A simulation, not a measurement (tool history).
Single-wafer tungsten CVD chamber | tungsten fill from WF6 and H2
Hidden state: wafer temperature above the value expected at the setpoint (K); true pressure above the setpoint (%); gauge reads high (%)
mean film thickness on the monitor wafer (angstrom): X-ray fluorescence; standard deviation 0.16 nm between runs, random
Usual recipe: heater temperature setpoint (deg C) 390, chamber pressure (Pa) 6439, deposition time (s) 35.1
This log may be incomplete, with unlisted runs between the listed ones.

run     day  heater temperature setpoint (deg C)  chamber pressure (Pa)  deposition time (s)  wafers since the last listed run  hours since the last thermocouple change  hours since the last manometer calibration  hours since the showerhead was replaced  hours since the gauge calibration  read-back reference wafer on the same gauge, thickness_nm  mean film thickness on the monitor wafer (angstrom)
  1   0.000                                  390                   6439                 35.1                                 0                                    1062.4                                      2093.9                                   6968.4                              506.6                                                    120.022                                              1031.04
  2   0.350                                  379                   6439                 35.1                               116                                    1070.8                                      2102.3                                   6976.8                              515.0                                                    119.991                                               802.44
  3   1.067                                  379                   6439                 35.1                               238                                    1088.0                                      2119.5                                   6994.0                              532.2                                                    119.986                                               802.42
  4   1.375                                  390                   6439                 35.1                               102                                    1095.4                                      2126.9                                   7001.4                              539.6                                                    119.976                                              1029.84
  5   1.742                                  390                   6439                 35.1                               121                                    1104.2                                      2135.7                                   7010.2                              548.4                                                    120.039                                              1028.17
  6   2.562                                  390                   6439                 35.1                               273                                    1123.9                                      2155.4                                   7029.9                              568.1                                                    119.997                                              1028.47
  7   3.800                                  390                   6439                 30.8                               411                                    1153.6                                      2185.1                                   7059.6                              597.8                                                    119.905                                               903.19
  8   5.367                                  390                   6439                 30.8                               521                                    1191.2                                      2222.7                                   7097.2                              635.4                                                    120.007                                               906.28
  9   5.779                                  390                   6439                 35.1                               137                                    1201.1                                      2232.6                                   7107.1                              645.3                                                    119.928                                              1032.46
 10   6.492                                  390                   6439                 35.1                               236                                    1218.2                                      2249.7                                   7124.2                              662.4                                                    119.993                                              1033.66
 11   6.921                                  390                   6439                 35.1                               142                                    1228.5                                      2260.0                                   7134.5                              672.7                                                    119.998                                              1035.10
 12   7.612                                  390                   6439                 35.1                               230                                    1245.1                                      2276.6                                   7151.1                              689.3                                                    119.972                                              1031.77
 13   7.912                                  390                   6439                 35.1                                99                                    1252.3                                      2283.8                                   7158.3                              696.5                                                    120.000                                              1031.71
      7.996  -- gauge calibrated
      8.575  -- capacitance manometer re-zeroed and calibrated
 14   8.596                                  390                   7453                 35.1                               116                                    1268.7                                         0.5                                   7174.7                               14.4                                                    120.051                                              1113.69
 15   9.083                                  395                   5200                 35.1                               162                                    1280.4                                        12.2                                   7186.4                               26.1                                                    119.959                                              1100.36
 16   9.546                                  396                   6439                 31.0                               153                                    1291.5                                        23.3                                   7197.5                               37.2                                                    120.043                                              1064.82
 17   9.983                                  382                   5653                 37.0                               145                                    1302.0                                        33.8                                   7208.0                               47.7                                                    119.978                                               893.61
 18  10.796                                  396                   6439                 35.1                               270                                    1321.5                                        53.3                                   7227.5                               67.2                                                    120.042                                              1206.10
     11.279  -- thermocouple changed; heater temperature recalibrated
 19  11.300                                  375                   4826                 33.1                                56                                       0.5                                        65.4                                   7239.6                               79.3                                                    119.965                                               632.26
 20  11.592                                  379                   6439                 35.1                                97                                       7.5                                        72.4                                   7246.6                               86.3                                                    120.023                                               804.47
 21  12.271                                  378                   7933                 38.3                               225                                      23.8                                        88.7                                   7262.9                              102.6                                                    119.982                                               916.18
 22  12.721                                  390                   6439                 35.1                               149                                      34.6                                        99.5                                   7273.7                              113.4                                                    120.031                                              1029.37
     13.542  -- showerhead replaced
 23  13.562                                  390                   6439                 35.1                               169                                      54.8                                       119.7                                      0.5                              133.6                                                    120.004                                              1031.80
 24  13.788                                  390                   6439                 35.1                                74                                      60.2                                       125.1                                      5.9                              139.0                                                    120.065                                              1030.89
 25  14.204                                  390                   6439                 41.9                               138                                      70.2                                       135.1                                     15.9                              149.0                                                    119.993                                              1233.58
 26  14.617                                  390                   5680                 35.1                               137                                      80.1                                       145.0                                     25.8                              158.9                                                    120.080                                               990.49
 27  15.342                                  390                   5266                 35.1                               241                                      97.5                                       162.4                                     43.2                              176.3                                                    120.056                                               968.21
 28  15.788                                  399                   7266                 37.2                               148                                     108.2                                       173.1                                     53.9                              187.0                                                    119.975                                              1381.99
 29  16.283                                  400                   8026                 40.6                               164                                     120.1                                       185.0                                     65.8                              198.9                                                    120.042                                              1585.00
 30  16.796                                  378                   6439                 35.1                               170                                     132.4                                       197.3                                     78.1                              211.2                                                    119.980                                               786.26
 31  17.767                                  390                   6439                 35.1                               322                                     155.7                                       220.6                                    101.4                              234.5                                                    120.055                                              1032.01
 32  18.258                                  380                   6439                 39.0                               163                                     167.5                                       232.4                                    113.2                              246.3                                                    119.992                                               914.13
 33  18.758                                  396                   5240                 38.3                               166                                     179.5                                       244.4                                    125.2                              258.3                                                    120.022                                              1201.62
 34  19.200                                  404                   4933                 31.8                               146                                     190.1                                       255.0                                    135.8                              268.9                                                    120.064                                              1149.58
 35  19.500                                  395                   6439                 40.4                                99                                     197.3                                       262.2                                    143.0                              276.1                                                    120.007                                              1319.19

Predict each of these 3 candidate next runs independently; none follows another, all start after run 35:
  A  19.517                                  390                   6439                 35.1                                 5                                     197.7                                       262.6                                    143.4                              276.5                                                          ?                                                    ?
  B  19.517                                  386                   5240                 28.3                                 5                                     197.7                                       262.6                                    143.4                              276.5                                                          ?                                                    ?
  C  19.517                                  390                   7279                 30.7                                 5                                     197.7                                       262.6                                    143.4                              276.5                                                          ?                                                    ?

run  read-back reference wafer on the same gauge, thickness_nm  mean film thickness on the monitor wafer (angstrom)
  A                                                    119.959                                              1030.75
  B                                                    119.959                                               711.50
  C                                                    119.959                                               938.11
Take away the tool's hidden state, keep each run's random variation, and the runs would have read:
run  mean film thickness on the monitor wafer (angstrom)
  A                                              1036.98
  B                                               715.77
  C                                               943.49

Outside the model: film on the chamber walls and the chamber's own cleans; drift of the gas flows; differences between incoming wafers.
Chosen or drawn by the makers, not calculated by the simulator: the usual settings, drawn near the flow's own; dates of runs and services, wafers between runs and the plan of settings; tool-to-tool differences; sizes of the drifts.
